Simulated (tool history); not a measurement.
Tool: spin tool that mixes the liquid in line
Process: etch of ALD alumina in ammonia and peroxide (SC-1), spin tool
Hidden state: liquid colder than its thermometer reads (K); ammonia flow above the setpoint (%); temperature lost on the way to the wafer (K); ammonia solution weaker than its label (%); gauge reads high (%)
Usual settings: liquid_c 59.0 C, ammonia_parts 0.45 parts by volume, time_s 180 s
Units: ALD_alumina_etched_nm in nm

| run | hour | liquid_c | ammonia_parts | time_s | wafers since the last listed run | hours since the thermometer was replaced | hours since the ammonia flow meter was replaced | hours since the heated supply line was repaired | hours since the drum of ammonia solution was connected | hours since the gauge calibration | read-back film thickness of the ALD alumina reference wafer, read on the same gauge (nm) | ALD_alumina_etched_nm |
|---|---|---|---|---|---|---|---|---|---|---|---|---|
| 1 | 0.0 | 59.0 | 0.45 | 180 | 0 | 1673.4 | 2061.6 | 745.8 | 845.1 | 1973.3 | 50.02 | 13.24 |
| 2 | 67.8 | 59.0 | 0.45 | 180 | 427 | 1741.2 | 2129.4 | 813.6 | 912.9 | 2041.1 | 49.98 | 13.23 |
|  | 108.9 | new drum of ammonia solution connected |
|  | 125.0 | ammonia flow meter replaced |
|  | 158.9 | heated supply line repaired |
| 3 | 204.8 | 59.0 | 0.45 | 180 | 844 | 1878.2 | 79.8 | 45.9 | 95.9 | 2178.1 | 49.99 | 13.25 |
|  | 273.3 | gauge calibrated |
| 4 | 298.8 | 62.0 | 0.50 | 180 | 592 | 1972.2 | 173.8 | 139.9 | 189.9 | 25.5 | 50.02 | 15.54 |
| 5 | 354.8 | 62.0 | 0.50 | 180 | 352 | 2028.2 | 229.8 | 195.9 | 245.9 | 81.5 | 50.03 | 15.52 |
| 6 | 391.1 | 62.0 | 0.50 | 180 | 228 | 2064.5 | 266.1 | 232.2 | 282.2 | 117.8 | 50.03 | 15.56 |
| 7 | 428.3 | 50.5 | 0.25 | 180 | 234 | 2101.7 | 303.3 | 269.4 | 319.4 | 155.0 | 50.00 | 8.00 |
|  | 443.8 | thermometer replaced |
| 8 | 481.2 | 67.5 | 0.40 | 100 | 327 | 37.4 | 356.2 | 322.3 | 372.3 | 207.9 | 50.02 | 11.09 |
| 9 | 534.4 | 59.0 | 0.55 | 85 | 335 | 90.6 | 409.4 | 375.5 | 425.5 | 261.1 | 49.99 | 6.39 |
| 10 | 590.5 | 63.0 | 0.45 | 150 | 353 | 146.7 | 465.5 | 431.6 | 481.6 | 317.2 | 50.01 | 13.58 |
| 11 | 649.8 | 59.0 | 0.45 | 120 | 373 | 206.0 | 524.8 | 490.9 | 540.9 | 376.5 | 50.02 | 8.84 |
| 12 | 693.5 | 52.0 | 0.45 | 150 | 275 | 249.7 | 568.5 | 534.6 | 584.6 | 420.2 | 49.99 | 7.64 |
| 13 | 731.1 | 59.0 | 0.45 | 180 | 236 | 287.3 | 606.1 | 572.2 | 622.2 | 457.8 | 50.01 | 13.26 |
| 14 | 793.3 | 61.5 | 0.55 | 245 | 391 | 349.5 | 668.3 | 634.4 | 684.4 | 520.0 | 49.99 | 20.83 |
| 15 | 833.8 | 62.0 | 0.50 | 180 | 255 | 390.0 | 708.8 | 674.9 | 724.9 | 560.5 | 49.99 | 15.52 |
| 16 | 882.7 | 59.0 | 0.45 | 180 | 308 | 438.9 | 757.7 | 723.8 | 773.8 | 609.4 | 49.97 | 13.34 |
|  | 932.1 | heated supply line repaired |
| 17 | 944.3 | 59.0 | 0.55 | 85 | 381 | 500.5 | 819.3 | 12.2 | 835.4 | 671.0 | 49.96 | 6.33 |
| 18 | 993.2 | 50.0 | 0.45 | 290 | 308 | 549.4 | 868.2 | 61.1 | 884.3 | 719.9 | 50.03 | 13.25 |
| 19 | 1044.5 | 52.0 | 0.30 | 180 | 323 | 600.7 | 919.5 | 112.4 | 935.6 | 771.2 | 49.97 | 8.79 |
| 20 | 1133.4 | 50.0 | 0.30 | 145 | 560 | 689.6 | 1008.4 | 201.3 | 1024.5 | 860.1 | 49.98 | 6.40 |
|  | 1164.5 | new drum of ammonia solution connected |
| 21 | 1312.4 | 51.5 | 0.25 | 145 | 1121 | 868.6 | 1187.4 | 380.3 | 147.9 | 1039.1 | 50.02 | 6.77 |
| 22 | 1412.3 | 59.0 | 0.30 | 180 | 629 | 968.5 | 1287.3 | 480.2 | 247.8 | 1139.0 | 50.00 | 12.73 |
| 23 | 1454.9 | 59.0 | 0.45 | 180 | 268 | 1011.1 | 1329.9 | 522.8 | 290.4 | 1181.6 | 49.97 | 13.23 |
| 24 | 1501.7 | 59.0 | 0.45 | 285 | 294 | 1057.9 | 1376.7 | 569.6 | 337.2 | 1228.4 | 50.04 | 20.88 |
| 25 | 1581.0 | 59.0 | 0.35 | 180 | 499 | 1137.2 | 1456.0 | 648.9 | 416.5 | 1307.7 | 50.04 | 12.95 |

The tool's hidden state at each run:
liquid colder than its thermometer reads (K): 0 in every run
ammonia flow above the setpoint (%): 0 in every run
temperature lost on the way to the wafer (K): 0 in every run
ammonia solution weaker than its label (%): 0 in every run
gauge reads high (%): 0 in every run
